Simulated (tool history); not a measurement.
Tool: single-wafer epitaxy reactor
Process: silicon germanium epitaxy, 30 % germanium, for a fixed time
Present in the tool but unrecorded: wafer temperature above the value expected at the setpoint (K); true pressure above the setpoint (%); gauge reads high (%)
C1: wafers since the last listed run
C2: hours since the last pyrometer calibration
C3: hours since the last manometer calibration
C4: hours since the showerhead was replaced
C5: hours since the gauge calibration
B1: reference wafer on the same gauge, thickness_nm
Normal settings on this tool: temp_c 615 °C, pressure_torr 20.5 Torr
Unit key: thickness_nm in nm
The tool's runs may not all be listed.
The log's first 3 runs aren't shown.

run 4 hour=275.5 | temp_c=615 pressure_torr=22.2 | C1=1227 C2=1214.6 C3=2277.7 C4=3577.6 C5=709.4 | B1=78.733 | thickness_nm=85.24
run 5 hour=344.8 | temp_c=615 pressure_torr=20.5 | C1=885 C2=1283.9 C3=2347 C4=3646.9 C5=778.7 | B1=78.561 | thickness_nm=80.619
run 6 hour=429.3 | temp_c=607 pressure_torr=22.2 | C1=1079 C2=1368.4 C3=2431.5 C4=3731.4 C5=863.2 | B1=78.74 | thickness_nm=74.869
-- hour=443.1 capacitance manometer re-zeroed and calibrated
run 7 hour=482.5 | temp_c=607 pressure_torr=22.2 | C1=577 C2=1421.6 C3=39.4 C4=3784.6 C5=916.4 | B1=78.758 | thickness_nm=75.2
run 8 hour=577.9 | temp_c=607 pressure_torr=22.2 | C1=1218 C2=1517 C3=134.8 C4=3880 C5=1011.8 | B1=78.733 | thickness_nm=75.249
run 9 hour=671.3 | temp_c=615 pressure_torr=20.5 | C1=1193 C2=1610.4 C3=228.2 C4=3973.4 C5=1105.2 | B1=78.791 | thickness_nm=80.631
run 10 hour=712.5 | temp_c=615 pressure_torr=20.5 | C1=526 C2=1651.6 C3=269.4 C4=4014.6 C5=1146.4 | B1=78.702 | thickness_nm=80.017
run 11 hour=752.3 | temp_c=615 pressure_torr=20.5 | C1=508 C2=1691.4 C3=309.2 C4=4054.4 C5=1186.2 | B1=78.608 | thickness_nm=79.943
run 12 hour=851.1 | temp_c=615 pressure_torr=21.6 | C1=1262 C2=1790.2 C3=408 C4=4153.2 C5=1285 | B1=78.705 | thickness_nm=82.38
run 13 hour=925.5 | temp_c=615 pressure_torr=20.5 | C1=950 C2=1864.6 C3=482.4 C4=4227.6 C5=1359.4 | B1=78.707 | thickness_nm=78.466
run 14 hour=962.3 | temp_c=615 pressure_torr=20.5 | C1=470 C2=1901.4 C3=519.2 C4=4264.4 C5=1396.2 | B1=78.713 | thickness_nm=79.122
run 15 hour=1007.7 | temp_c=620 pressure_torr=22 | C1=579 C2=1946.8 C3=564.6 C4=4309.8 C5=1441.6 | B1=78.724 | thickness_nm=90.019
run 16 hour=1069 | temp_c=619 pressure_torr=25.2 | C1=783 C2=2008.1 C3=625.9 C4=4371.1 C5=1502.9 | B1=78.705 | thickness_nm=95.052
run 17 hour=1105.9 | temp_c=615 pressure_torr=22 | C1=471 C2=2045 C3=662.8 C4=4408 C5=1539.8 | B1=78.752 | thickness_nm=82.283
run 18 hour=1152.7 | temp_c=620 pressure_torr=24.9 | C1=597 C2=2091.8 C3=709.6 C4=4454.8 C5=1586.6 | B1=78.659 | thickness_nm=95.634
-- hour=1189.9 pyrometer calibrated
run 19 hour=1225.3 | temp_c=615 pressure_torr=20.5 | C1=825 C2=35.4 C3=782.2 C4=4527.4 C5=1659.2 | B1=78.716 | thickness_nm=75.105

Predict the results of run 20:
run 20 hour=1382.8 | temp_c=615 pressure_torr=17.2 | C1=2011 C2=192.9 C3=939.7 C4=4684.9 C5=1816.7 | B1=? | thickness_nm=?

{"run 20": {"B1": 78.855, "thickness_nm": 65.954}}
Without the tool's hidden state the same run would have given thickness_nm 72.228 nm.
